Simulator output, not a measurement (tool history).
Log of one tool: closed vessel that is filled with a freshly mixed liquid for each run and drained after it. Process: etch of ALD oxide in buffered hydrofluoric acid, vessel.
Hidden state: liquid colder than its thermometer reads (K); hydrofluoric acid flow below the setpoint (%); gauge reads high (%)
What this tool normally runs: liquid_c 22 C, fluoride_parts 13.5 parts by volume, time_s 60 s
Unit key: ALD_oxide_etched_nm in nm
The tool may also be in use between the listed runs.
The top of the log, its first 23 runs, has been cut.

run,hour,liquid_c,fluoride_parts,time_s,wafers since the last listed run,hours since the thermometer was replaced,hours since the hydrofluoric acid flow meter was replaced,hours since the gauge calibration,"read-back film thickness of the ALD oxide reference wafer, read on the same gauge (nm)",ALD_oxide_etched_nm
24,1999.1,22,13.5,60,4564,310,911.4,1289.9,100.01,95.29
25,2070.8,20,18,60,6993,381.7,983.1,1361.6,100.01,64.38
26,2143,22,13.5,60,7041,453.9,1055.3,1433.8,100,95.18
27,2180.3,25,13.5,70,3638,491.2,1092.6,1471.1,100.03,130.94
28,2286.3,18,13.5,60,10338,597.2,1198.6,1577.1,100.02,75.63
29,2361.6,20,16.5,95,7344,672.5,1273.9,1652.4,100.02,110.16
30,2437.6,22,13.5,95,7412,748.5,1349.9,1728.4,99.99,149
31,2542.7,20.5,11,90,10250,853.6,1455,1833.5,99.97,158.84
32,2790.4,22,13.5,60,24159,1101.3,1702.7,2081.2,100.01,93.74
33,2836.1,19.5,13.5,70,4457,1147,1748.4,2126.9,100,96.12

Here are 5 independent what-if runs from the current tool condition. What would each one return?
A,2836.8,22,13.5,70,68,1147.7,1749.1,2127.6,?,?
B,2836.8,22,17,90,68,1147.7,1749.1,2127.6,?,?
C,2836.8,19.5,13.5,35,68,1147.7,1749.1,2127.6,?,?
D,2836.8,19,9,35,68,1147.7,1749.1,2127.6,?,?
E,2836.8,26.5,13.5,60,68,1147.7,1749.1,2127.6,?,?

run,"read-back film thickness of the ALD oxide reference wafer, read on the same gauge (nm)",ALD_oxide_etched_nm
A,99.99,110.38
B,99.99,113.13
C,99.99,48.01
D,99.99,67.31
E,99.99,120.92
With no hidden state in the tool, these same runs would have given:
run,ALD_oxide_etched_nm
A,112.35
B,115.15
C,48.86
D,68.07
E,123.07

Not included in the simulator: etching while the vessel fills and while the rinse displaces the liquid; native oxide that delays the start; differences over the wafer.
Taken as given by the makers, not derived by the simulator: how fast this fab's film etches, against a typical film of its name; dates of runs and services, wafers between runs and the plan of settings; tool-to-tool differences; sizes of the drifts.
